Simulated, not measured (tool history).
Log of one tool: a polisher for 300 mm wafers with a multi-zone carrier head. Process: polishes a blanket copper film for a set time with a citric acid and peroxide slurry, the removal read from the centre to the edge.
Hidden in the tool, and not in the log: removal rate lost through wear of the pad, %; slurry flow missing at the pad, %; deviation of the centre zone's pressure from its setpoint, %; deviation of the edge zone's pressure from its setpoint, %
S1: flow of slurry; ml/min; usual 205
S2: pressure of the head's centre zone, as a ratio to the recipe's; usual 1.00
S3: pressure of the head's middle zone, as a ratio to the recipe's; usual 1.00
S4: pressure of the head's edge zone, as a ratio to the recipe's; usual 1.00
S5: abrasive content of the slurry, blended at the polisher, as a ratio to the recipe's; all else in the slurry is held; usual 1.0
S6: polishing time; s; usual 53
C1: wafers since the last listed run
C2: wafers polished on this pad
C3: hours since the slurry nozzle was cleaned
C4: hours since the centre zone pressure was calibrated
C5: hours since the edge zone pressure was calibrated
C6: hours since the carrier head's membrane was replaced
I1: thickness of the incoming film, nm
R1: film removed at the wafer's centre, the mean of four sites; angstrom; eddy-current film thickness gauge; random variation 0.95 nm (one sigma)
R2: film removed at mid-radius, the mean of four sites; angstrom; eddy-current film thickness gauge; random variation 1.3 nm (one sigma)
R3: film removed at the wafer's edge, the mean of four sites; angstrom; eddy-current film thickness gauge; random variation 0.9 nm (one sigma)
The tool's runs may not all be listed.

run	hour	S1	S2	S3	S4	S5	S6	C1	C2	C3	C4	C5	C6	I1	R1	R2	R3
1	0.0	205	1.00	1.00	1.00	1.0	53	0	532	131.6	793.3	641.0	130.7	894.6	1385	1271	1262
2	18.7	205	1.00	1.00	1.00	1.0	53	165	697	150.3	812.0	659.7	149.4	899.8	1374	1286	1270
3	34.8	205	1.00	1.00	1.00	1.0	53	142	839	166.4	828.1	675.8	165.5	905.6	1367	1266	1256
4	68.6	260	1.07	1.00	1.00	1.0	53	298	1138	200.2	861.9	709.6	199.3	909.3	1486	1303	1285
5	80.7	205	1.04	1.00	1.00	1.1	53	106	1245	212.3	874.0	721.7	211.4	883.2	1429	1277	1271
# hour 101.7: centre zone pressure recalibrated
6	109.0	205	1.10	1.00	1.10	1.0	53	232	1477	240.6	7.3	750.0	239.7	891.1	1407	1265	1294
7	139.3	205	1.00	1.00	0.92	1.0	39	267	1745	270.9	37.6	780.3	270.0	904.9	954	924	871
8	159.9	205	1.00	1.00	1.00	1.0	53	181	1927	291.5	58.2	800.9	290.6	893.3	1270	1234	1206
# hour 164.1: worn pad replaced by a new one
9	183.7	205	1.00	1.00	1.00	1.0	53	174	172	315.3	82.0	824.7	314.4	894.1	1326	1292	1263
# hour 209.5: edge zone pressure recalibrated
10	210.0	205	1.00	1.00	1.00	1.0	44	214	387	341.6	108.3	0.5	340.7	897.7	1112	1070	1047
11	221.7	205	1.00	1.05	1.00	1.0	63	103	490	353.3	120.0	12.2	352.4	893.5	1599	1602	1500
12	238.2	205	1.00	1.00	1.00	1.0	53	145	636	369.8	136.5	28.7	368.9	908.7	1331	1287	1259
13	265.2	205	1.00	1.00	1.00	1.0	53	238	874	396.8	163.5	55.7	395.9	889.4	1332	1264	1248
14	298.3	205	1.00	1.00	1.00	1.0	53	292	1167	429.9	196.6	88.8	429.0	899.4	1339	1256	1254
15	318.2	140	1.06	0.93	1.00	1.0	45	175	1342	449.8	216.5	108.7	448.9	900.2	1091	934	1003
16	333.9	185	1.00	1.00	1.04	1.0	46	138	1481	465.5	232.2	124.4	464.6	911.5	1117	1066	1078
17	363.4	205	1.06	1.00	1.00	1.0	53	260	1742	495.0	261.7	153.9	494.1	907.6	1370	1226	1220
18	385.4	160	1.00	1.00	1.00	1.0	53	194	1936	517.0	283.7	175.9	516.1	906.9	1223	1142	1160
19	415.9	205	1.00	1.00	0.91	1.0	71	269	2205	547.5	314.2	206.4	546.6	901.9	1714	1607	1537
# hour 435.8: worn pad replaced by a new one
20	436.3	205	1.00	1.00	1.00	1.0	53	144	4	567.9	334.6	226.8	567.0	910.9	1382	1297	1276
21	452.3	205	1.00	1.00	1.04	1.1	61	141	145	583.9	350.6	242.8	583.0	911.4	1597	1496	1529
22	472.4	205	1.00	1.00	1.00	1.0	53	177	322	604.0	370.7	262.9	603.1	907.2	1396	1311	1276

Forecast run 23:
23	500.6	225	1.00	1.00	0.97	1.0	53	249	572	632.2	398.9	291.1	631.3	897.4	?	?	?

R1: 1395 angstrom
R2: 1309 angstrom
R3: 1268 angstrom
Without the tool's hidden state the same run would have given R1 1354 angstrom, R2 1315 angstrom, R3 1273 angstrom.

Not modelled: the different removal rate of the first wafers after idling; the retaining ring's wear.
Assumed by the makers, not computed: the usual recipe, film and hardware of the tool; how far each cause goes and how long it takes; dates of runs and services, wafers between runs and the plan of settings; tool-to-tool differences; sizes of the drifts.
